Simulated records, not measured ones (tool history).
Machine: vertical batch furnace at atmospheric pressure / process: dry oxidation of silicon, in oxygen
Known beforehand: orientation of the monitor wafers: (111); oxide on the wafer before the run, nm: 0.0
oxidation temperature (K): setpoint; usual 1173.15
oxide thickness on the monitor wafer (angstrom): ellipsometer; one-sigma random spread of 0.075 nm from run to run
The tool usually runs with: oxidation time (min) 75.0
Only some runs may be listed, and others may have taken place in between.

run   hour  oxidation temperature (K)  oxidation time (min)  read-back reference wafer on the same gauge, thickness  oxide thickness on the monitor wafer (angstrom)
  1    0.0                    1173.15                  75.0                                                   33.59                                            314.5
  2   33.0                    1173.15                  75.0                                                   33.60                                            315.8
  3   52.3                    1173.15                  99.0                                                   33.60                                            381.6
  4   75.9                    1173.15                  75.0                                                   33.59                                            314.7
  5  108.1                    1173.15                  75.0                                                   33.59                                            315.8
  6  136.7                    1173.15                  75.0                                                   33.60                                            315.3
  7  149.5                    1173.15                  75.0                                                   33.61                                            316.2
  8  182.0                    1173.15                  75.0                                                   33.60                                            315.4
  9  203.7                    1173.15                  75.0                                                   33.58                                            316.6
     250.8  -- thermocouples replaced and temperature profile calibrated
 10  251.3                    1173.15                  75.0                                                   33.62                                            315.3
 11  255.5                    1173.15                  75.0                                                   33.58                                            314.6
 12  261.6                    1173.15                  75.0                                                   33.59                                            313.8
     262.5  -- gauge calibrated
 13  286.2                    1173.15                  54.0                                                   33.61                                            250.9
 14  312.4                    1173.15                  75.0                                                   33.60                                            314.2
 15  420.2                    1185.15                  94.0                                                   33.61                                            414.2
 16  446.2                    1173.15                  75.0                                                   33.60                                            314.5
     476.0  -- boat lift adjusted
 17  476.5                    1189.15                  85.0                                                   33.58                                            415.4
 18  488.0                    1190.15                  75.0                                                   33.61                                            385.4
 19  518.4                    1157.15                  39.5                                                   33.59                                            175.6
 20  550.5                    1182.15                  53.0                                                   33.62                                            278.9
 21  569.1                    1173.15                  75.0                                                   33.60                                            322.8
 22  604.6                    1173.15                 110.5                                                   33.58                                            422.8
 23  630.5                    1173.15                  75.0                                                   33.59                                            324.2
 24  653.9                    1182.15                  58.0                                                   33.60                                            297.5
 25  679.4                    1181.15                 112.5                                                   33.59                                            466.1
 26  701.7                    1173.15                  49.0                                                   33.60                                            241.0
 27  714.8                    1173.15                  75.0                                                   33.60                                            324.9
 28  732.3                    1173.15                  89.5                                                   33.62                                            366.0

A few steps of oxide thickness on the monitor wafer (angstrom) between consecutive runs. Split each: what settings, incoming material and random variation would produce without the hidden state, and what is left over for the hidden state, along with gauge scatter present in only one of the two compared results (measured, and without hidden state):
What the log doesn't record here: true tube temperature minus thermocouple reading, K; monitor wafer colder than the profiled boat position, K; gauge reads high (%).
Run 14 -> 15: oxidation temperature (K) 1173.15 -> 1185.15, oxidation time (min) 75.0 -> 94.0. oxide thickness on the monitor wafer (angstrom) +100.0: hidden state -4.1, all else +104.1.
Run 16 -> 17: oxidation temperature (K) 1173.15 -> 1189.15, oxidation time (min) 75.0 -> 85.0, boat lift adjusted. oxide thickness on the monitor wafer (angstrom) +100.9: hidden state +10.4, all else +90.5.
Run 18 -> 19: oxidation temperature (K) 1190.15 -> 1157.15, oxidation time (min) 75.0 -> 39.5. oxide thickness on the monitor wafer (angstrom) -209.8: hidden state +0.7, all else -210.5.
Run 25 -> 26: oxidation temperature (K) 1181.15 -> 1173.15, oxidation time (min) 112.5 -> 49.0. oxide thickness on the monitor wafer (angstrom) -225.1: hidden state +1.4, all else -226.5.
